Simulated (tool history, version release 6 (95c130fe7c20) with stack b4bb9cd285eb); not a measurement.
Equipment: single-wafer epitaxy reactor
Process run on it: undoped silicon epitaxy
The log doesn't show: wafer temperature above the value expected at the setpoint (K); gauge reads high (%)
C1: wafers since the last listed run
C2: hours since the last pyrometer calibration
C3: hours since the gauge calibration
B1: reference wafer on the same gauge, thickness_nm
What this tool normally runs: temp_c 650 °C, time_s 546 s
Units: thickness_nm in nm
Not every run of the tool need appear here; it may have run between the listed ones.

run 1 hour=0.0 | temp_c=650 time_s=546 | C1=0 C2=236.6 C3=190.7 | B1=99.950 | thickness_nm=92.741
run 2 hour=34.1 | temp_c=650 time_s=546 | C1=80 C2=270.7 C3=224.8 | B1=99.958 | thickness_nm=92.651
run 3 hour=98.2 | temp_c=650 time_s=546 | C1=151 C2=334.8 C3=288.9 | B1=99.916 | thickness_nm=92.105
run 4 hour=152.3 | temp_c=650 time_s=546 | C1=127 C2=388.9 C3=343.0 | B1=99.881 | thickness_nm=92.661
run 5 hour=212.3 | temp_c=650 time_s=546 | C1=141 C2=448.9 C3=403.0 | B1=99.958 | thickness_nm=91.719
run 6 hour=256.1 | temp_c=650 time_s=546 | C1=103 C2=492.7 C3=446.8 | B1=99.950 | thickness_nm=92.068
-- hour=288.5 gauge calibrated
run 7 hour=301.5 | temp_c=650 time_s=546 | C1=107 C2=538.1 C3=13.0 | B1=100.017 | thickness_nm=91.524
run 8 hour=326.1 | temp_c=650 time_s=546 | C1=57 C2=562.7 C3=37.6 | B1=99.892 | thickness_nm=91.437
run 9 hour=390.6 | temp_c=650 time_s=546 | C1=152 C2=627.2 C3=102.1 | B1=99.806 | thickness_nm=91.194
run 10 hour=422.3 | temp_c=642 time_s=546 | C1=74 C2=658.9 C3=133.8 | B1=100.034 | thickness_nm=77.751
run 11 hour=463.4 | temp_c=642 time_s=546 | C1=96 C2=700.0 C3=174.9 | B1=99.945 | thickness_nm=78.238
run 12 hour=493.4 | temp_c=644 time_s=518 | C1=70 C2=730.0 C3=204.9 | B1=99.826 | thickness_nm=77.256
run 13 hour=526.8 | temp_c=664 time_s=600 | C1=78 C2=763.4 C3=238.3 | B1=99.714 | thickness_nm=131.253
run 14 hour=574.7 | temp_c=650 time_s=546 | C1=112 C2=811.3 C3=286.2 | B1=99.878 | thickness_nm=91.503
run 15 hour=646.2 | temp_c=639 time_s=455 | C1=168 C2=882.8 C3=357.7 | B1=99.979 | thickness_nm=61.221
-- hour=668.1 pyrometer calibrated
run 16 hour=689.2 | temp_c=650 time_s=625 | C1=82 C2=21.1 C3=400.7 | B1=99.834 | thickness_nm=101.793
run 17 hour=752.7 | temp_c=650 time_s=639 | C1=149 C2=84.6 C3=464.2 | B1=99.948 | thickness_nm=102.782
-- hour=784.0 pyrometer calibrated, repeated, since the last time left the tool worse
run 18 hour=794.3 | temp_c=650 time_s=546 | C1=79 C2=10.3 C3=505.8 | B1=99.902 | thickness_nm=95.567
run 19 hour=857.8 | temp_c=650 time_s=546 | C1=149 C2=73.8 C3=569.3 | B1=99.711 | thickness_nm=95.380
-- hour=889.0 gauge calibrated
run 20 hour=896.1 | temp_c=635 time_s=438 | C1=90 C2=112.1 C3=7.1 | B1=99.941 | thickness_nm=56.529
run 21 hour=925.0 | temp_c=635 time_s=438 | C1=68 C2=141.0 C3=36.0 | B1=99.981 | thickness_nm=56.375
run 22 hour=957.6 | temp_c=636 time_s=443 | C1=76 C2=173.6 C3=68.6 | B1=99.791 | thickness_nm=57.953

Each row is a separate what-if for the run after 22, all from the same tool condition, not one after another. Results?
run A hour=958.2 | temp_c=650 time_s=546 | C1=1 C2=174.2 C3=69.2 | B1=? | thickness_nm=?
run B hour=958.2 | temp_c=656 time_s=640 | C1=1 C2=174.2 C3=69.2 | B1=? | thickness_nm=?
run C hour=958.2 | temp_c=661 time_s=483 | C1=1 C2=174.2 C3=69.2 | B1=? | thickness_nm=?

run=A B1=99.862 thickness_nm=94.046
run=B B1=99.862 thickness_nm=123.628
run=C B1=99.862 thickness_nm=102.552
Stripped of hidden state, with their random variation kept, the same runs would have yielded:
run=A thickness_nm=96.166
run=B thickness_nm=126.382
run=C thickness_nm=104.815
